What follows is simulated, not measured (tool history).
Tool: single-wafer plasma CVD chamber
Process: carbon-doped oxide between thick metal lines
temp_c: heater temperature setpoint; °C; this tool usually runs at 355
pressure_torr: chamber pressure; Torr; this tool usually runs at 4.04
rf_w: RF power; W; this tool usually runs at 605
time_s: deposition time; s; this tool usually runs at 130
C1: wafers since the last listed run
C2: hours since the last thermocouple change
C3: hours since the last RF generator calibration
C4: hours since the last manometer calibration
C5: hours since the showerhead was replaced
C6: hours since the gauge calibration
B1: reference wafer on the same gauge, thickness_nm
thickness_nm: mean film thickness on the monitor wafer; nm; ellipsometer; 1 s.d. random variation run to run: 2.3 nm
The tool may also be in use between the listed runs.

Run 1, hour 0.0: usual settings; C1 0; C2 1982.1; C3 351.2; C4 2486.9; C5 5752.3; C6 729.6; B1 664.528. Result: thickness_nm 692.721 nm.
Run 2, hour 38.7: usual settings but pressure_torr 3.32 Torr, rf_w 640 W; C1 409; C2 2020.8; C3 389.9; C4 2525.6; C5 5791.0; C6 768.3; B1 663.697. Result: thickness_nm 701.211 nm.
Run 3, hour 102.2: usual settings but pressure_torr 3.32 Torr, rf_w 640 W; C1 672; C2 2084.3; C3 453.4; C4 2589.1; C5 5854.5; C6 831.8; B1 661.874. Result: thickness_nm 701.815 nm.
Run 4, hour 129.8: usual settings but time_s 146 s; C1 292; C2 2111.9; C3 481.0; C4 2616.7; C5 5882.1; C6 859.4; B1 661.186. Result: thickness_nm 772.597 nm.
Run 5, hour 174.4: usual settings but time_s 146 s; C1 472; C2 2156.5; C3 525.6; C4 2661.3; C5 5926.7; C6 904.0; B1 659.434. Result: thickness_nm 769.354 nm.
Run 6, hour 298.6: usual settings; C1 1315; C2 2280.7; C3 649.8; C4 2785.5; C5 6050.9; C6 1028.2; B1 655.500. Result: thickness_nm 683.951 nm.
At hour 339.4: gauge calibrated.
Run 7, hour 360.8: usual settings; C1 658; C2 2342.9; C3 712.0; C4 2847.7; C5 6113.1; C6 21.4; B1 675.988. Result: thickness_nm 701.292 nm.
At hour 368.9: showerhead replaced.
Run 8, hour 418.9: usual settings; C1 530; C2 2401.0; C3 770.1; C4 2905.8; C5 50.0; C6 79.5; B1 675.808. Result: thickness_nm 704.522 nm.
Run 9, hour 483.5: usual settings; C1 684; C2 2465.6; C3 834.7; C4 2970.4; C5 114.6; C6 144.1; B1 675.329. Result: thickness_nm 701.383 nm.
At hour 493.4: capacitance manometer re-zeroed and calibrated.
Run 10, hour 542.2: usual settings; C1 537; C2 2524.3; C3 893.4; C4 48.8; C5 173.3; C6 202.8; B1 675.076. Result: thickness_nm 703.774 nm.
At hour 570.1: thermocouple changed; heater temperature recalibrated.
Run 11, hour 570.6: usual settings but temp_c 361 °C, pressure_torr 3.63 Torr, rf_w 655 W, time_s 120 s; C1 216; C2 0.5; C3 921.8; C4 77.2; C5 201.7; C6 231.2; B1 674.725. Result: thickness_nm 663.246 nm.
Run 12, hour 609.6: usual settings but pressure_torr 3.52 Torr, rf_w 570 W; C1 413; C2 39.5; C3 960.8; C4 116.2; C5 240.7; C6 270.2; B1 674.413. Result: thickness_nm 664.416 nm.
At hour 732.8: RF generator calibrated.
Run 13, hour 822.7: usual settings but temp_c 345 °C, pressure_torr 3.65 Torr, rf_w 725 W; C1 2172; C2 252.6; C3 89.9; C4 329.3; C5 453.8; C6 483.3; B1 671.487. Result: thickness_nm 788.117 nm.
Run 14, hour 856.4: usual settings but temp_c 350 °C, pressure_torr 3.27 Torr, rf_w 495 W; C1 356; C2 286.3; C3 123.6; C4 363.0; C5 487.5; C6 517.0; B1 670.682. Result: thickness_nm 609.048 nm.
Run 15, hour 925.4: usual settings but temp_c 349 °C, pressure_torr 5.02 Torr, rf_w 715 W, time_s 121 s; C1 730; C2 355.3; C3 192.6; C4 432.0; C5 556.5; C6 586.0; B1 669.958. Result: thickness_nm 744.637 nm.
Run 16, hour 967.3: usual settings but pressure_torr 3.40 Torr; C1 443; C2 397.2; C3 234.5; C4 473.9; C5 598.4; C6 627.9; B1 669.128. Result: thickness_nm 686.861 nm.
Run 17, hour 1023.8: usual settings but time_s 112 s; C1 598; C2 453.7; C3 291.0; C4 530.4; C5 654.9; C6 684.4; B1 668.252. Result: thickness_nm 595.670 nm.
Run 18, hour 1067.1: usual settings but temp_c 350 °C, rf_w 720 W; C1 458; C2 497.0; C3 334.3; C4 573.7; C5 698.2; C6 727.7; B1 666.785. Result: thickness_nm 776.586 nm.
Run 19, hour 1121.4: usual settings but temp_c 368 °C, pressure_torr 3.42 Torr, time_s 142 s; C1 575; C2 551.3; C3 388.6; C4 628.0; C5 752.5; C6 782.0; B1 665.660. Result: thickness_nm 726.647 nm.
Run 20, hour 1163.8: usual settings but temp_c 363 °C, rf_w 680 W; C1 449; C2 593.7; C3 431.0; C4 670.4; C5 794.9; C6 824.4; B1 664.703. Result: thickness_nm 730.441 nm.
Run 21, hour 1227.8: usual settings; C1 677; C2 657.7; C3 495.0; C4 734.4; C5 858.9; C6 888.4; B1 662.366. Result: thickness_nm 689.174 nm.

What does the tool deliver on the next run?
Run 22, hour 1259.1: usual settings; C1 331; C2 689.0; C3 526.3; C4 765.7; C5 890.2; C6 919.7; B1 ?. Result: thickness_nm ?.

B1: 661.263
thickness_nm: 686.156 nm
Had the tool carried no hidden state, the very same run would have given thickness_nm 700.131 nm.

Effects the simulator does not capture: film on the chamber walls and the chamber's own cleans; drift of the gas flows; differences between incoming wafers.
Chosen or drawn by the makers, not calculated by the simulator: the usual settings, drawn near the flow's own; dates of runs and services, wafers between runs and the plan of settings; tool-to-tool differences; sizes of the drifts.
